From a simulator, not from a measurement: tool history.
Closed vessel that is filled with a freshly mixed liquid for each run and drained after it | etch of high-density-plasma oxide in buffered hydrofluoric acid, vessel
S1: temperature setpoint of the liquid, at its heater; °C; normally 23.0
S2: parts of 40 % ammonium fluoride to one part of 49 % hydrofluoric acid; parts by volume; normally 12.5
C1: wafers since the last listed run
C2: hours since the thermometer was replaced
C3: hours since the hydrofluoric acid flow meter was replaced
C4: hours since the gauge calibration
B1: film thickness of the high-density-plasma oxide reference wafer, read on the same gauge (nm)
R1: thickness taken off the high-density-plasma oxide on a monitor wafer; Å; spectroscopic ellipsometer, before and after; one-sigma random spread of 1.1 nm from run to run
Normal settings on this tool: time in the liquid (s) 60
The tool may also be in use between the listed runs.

run 1 hour=0.0 | S1=23.0 S2=12.5 time_in_the_liquid_(s)=60 | C1=0 C2=778.7 C3=1633.8 C4=221.8 | B1=50.01 | R1=1003.0
run 2 hour=14.3 | S1=23.0 S2=12.5 time_in_the_liquid_(s)=60 | C1=1748 C2=793.0 C3=1648.1 C4=236.1 | B1=50.01 | R1=1014.0
run 3 hour=31.5 | S1=27.0 S2=12.5 time_in_the_liquid_(s)=60 | C1=2103 C2=810.2 C3=1665.3 C4=253.3 | B1=49.99 | R1=1264.2
run 4 hour=46.4 | S1=23.0 S2=14.0 time_in_the_liquid_(s)=60 | C1=1822 C2=825.1 C3=1680.2 C4=268.2 | B1=50.02 | R1=887.1
run 5 hour=98.2 | S1=23.0 S2=14.0 time_in_the_liquid_(s)=60 | C1=6335 C2=876.9 C3=1732.0 C4=320.0 | B1=49.98 | R1=888.7
-- hour=108.3 thermometer replaced
run 6 hour=113.1 | S1=23.0 S2=14.0 time_in_the_liquid_(s)=60 | C1=1699 C2=4.8 C3=1746.9 C4=334.9 | B1=49.99 | R1=1000.2
run 7 hour=121.3 | S1=23.0 S2=12.5 time_in_the_liquid_(s)=60 | C1=1002 C2=13.0 C3=1755.1 C4=343.1 | B1=50.00 | R1=1112.9
run 8 hour=132.2 | S1=23.0 S2=9.5 time_in_the_liquid_(s)=60 | C1=1333 C2=23.9 C3=1766.0 C4=354.0 | B1=50.00 | R1=1403.2
-- hour=138.0 gauge calibrated
run 9 hour=142.0 | S1=23.0 S2=14.5 time_in_the_liquid_(s)=30 | C1=1198 C2=33.7 C3=1775.8 C4=4.0 | B1=50.01 | R1=478.9
run 10 hour=155.5 | S1=23.0 S2=14.5 time_in_the_liquid_(s)=30 | C1=1651 C2=47.2 C3=1789.3 C4=17.5 | B1=50.00 | R1=484.1
run 11 hour=165.3 | S1=23.0 S2=8.5 time_in_the_liquid_(s)=50 | C1=1198 C2=57.0 C3=1799.1 C4=27.3 | B1=50.02 | R1=1286.2
run 12 hour=175.7 | S1=23.0 S2=12.5 time_in_the_liquid_(s)=85 | C1=1271 C2=67.4 C3=1809.5 C4=37.7 | B1=49.99 | R1=1536.7
run 13 hour=192.1 | S1=23.0 S2=12.5 time_in_the_liquid_(s)=85 | C1=2005 C2=83.8 C3=1825.9 C4=54.1 | B1=49.98 | R1=1545.9
run 14 hour=210.0 | S1=26.5 S2=9.0 time_in_the_liquid_(s)=60 | C1=2189 C2=101.7 C3=1843.8 C4=72.0 | B1=49.99 | R1=1785.7
run 15 hour=221.3 | S1=27.0 S2=9.0 time_in_the_liquid_(s)=50 | C1=1382 C2=113.0 C3=1855.1 C4=83.3 | B1=49.99 | R1=1508.6
run 16 hour=237.0 | S1=21.5 S2=12.5 time_in_the_liquid_(s)=70 | C1=1920 C2=128.7 C3=1870.8 C4=99.0 | B1=50.00 | R1=1190.0
run 17 hour=245.5 | S1=27.5 S2=14.5 time_in_the_liquid_(s)=75 | C1=1039 C2=137.2 C3=1879.3 C4=107.5 | B1=50.00 | R1=1490.1
run 18 hour=258.8 | S1=23.0 S2=12.5 time_in_the_liquid_(s)=60 | C1=1626 C2=150.5 C3=1892.6 C4=120.8 | B1=50.00 | R1=1075.6
run 19 hour=272.0 | S1=23.0 S2=12.5 time_in_the_liquid_(s)=60 | C1=1614 C2=163.7 C3=1905.8 C4=134.0 | B1=49.99 | R1=1077.5
run 20 hour=286.2 | S1=21.0 S2=12.5 time_in_the_liquid_(s)=40 | C1=1736 C2=177.9 C3=1920.0 C4=148.2 | B1=49.99 | R1=645.5
run 21 hour=296.4 | S1=25.0 S2=12.5 time_in_the_liquid_(s)=60 | C1=1247 C2=188.1 C3=1930.2 C4=158.4 | B1=49.99 | R1=1193.9
run 22 hour=302.7 | S1=19.5 S2=15.0 time_in_the_liquid_(s)=60 | C1=770 C2=194.4 C3=1936.5 C4=164.7 | B1=50.02 | R1=751.2
run 23 hour=314.3 | S1=23.0 S2=12.5 time_in_the_liquid_(s)=60 | C1=1418 C2=206.0 C3=1948.1 C4=176.3 | B1=50.02 | R1=1077.6
-- hour=321.6 hydrofluoric acid flow meter replaced
run 24 hour=324.6 | S1=20.5 S2=12.5 time_in_the_liquid_(s)=60 | C1=1137 C2=216.3 C3=3.0 C4=186.6 | B1=50.01 | R1=929.7
run 25 hour=331.9 | S1=19.0 S2=9.5 time_in_the_liquid_(s)=60 | C1=892 C2=223.6 C3=10.3 C4=193.9 | B1=50.00 | R1=1104.4
run 26 hour=340.4 | S1=23.0 S2=12.5 time_in_the_liquid_(s)=60 | C1=1039 C2=232.1 C3=18.8 C4=202.4 | B1=50.00 | R1=1080.6
run 27 hour=350.8 | S1=20.0 S2=8.0 time_in_the_liquid_(s)=90 | C1=1271 C2=242.5 C3=29.2 C4=212.8 | B1=50.02 | R1=2097.0
run 28 hour=367.1 | S1=23.0 S2=12.5 time_in_the_liquid_(s)=60 | C1=1993 C2=258.8 C3=45.5 C4=229.1 | B1=50.00 | R1=1064.6
run 29 hour=375.4 | S1=23.0 S2=12.5 time_in_the_liquid_(s)=35 | C1=1015 C2=267.1 C3=53.8 C4=237.4 | B1=49.99 | R1=625.9
run 30 hour=381.9 | S1=23.0 S2=12.5 time_in_the_liquid_(s)=60 | C1=794 C2=273.6 C3=60.3 C4=243.9 | B1=49.99 | R1=1074.7
run 31 hour=398.1 | S1=27.5 S2=8.0 time_in_the_liquid_(s)=70 | C1=1981 C2=289.8 C3=76.5 C4=260.1 | B1=50.00 | R1=2410.3
run 32 hour=415.6 | S1=23.0 S2=12.5 time_in_the_liquid_(s)=60 | C1=2140 C2=307.3 C3=94.0 C4=277.6 | B1=50.00 | R1=1063.7

A few steps of R1 between consecutive runs. Split each: what settings, incoming material and random variation would produce without the hidden state, and what is left over for the hidden state, along with gauge scatter present in only one of the two compared results (measured, and without hidden state):
What the log doesn't record here: liquid colder than its thermometer reads (K); hydrofluoric acid flow below the setpoint (%); gauge reads high (%).
Run 5 -> 6: thermometer replaced. R1 +111.5 Å: hidden state +92.9, all else +18.6.
Run 27 -> 28: S1 20.0 -> 23.0, S2 8.0 -> 12.5, time in the liquid (s) 90 -> 60. R1 -1032.4 Å: hidden state +37.8, all else -1070.2.
Run 30 -> 31: S1 23.0 -> 27.5, S2 12.5 -> 8.0, time in the liquid (s) 60 -> 70. R1 +1335.6 Å: hidden state -57.8, all else +1393.4.
Run 31 -> 32: S1 27.5 -> 23.0, S2 8.0 -> 12.5, time in the liquid (s) 70 -> 60. R1 -1346.6 Å: hidden state +53.4, all else -1400.0.
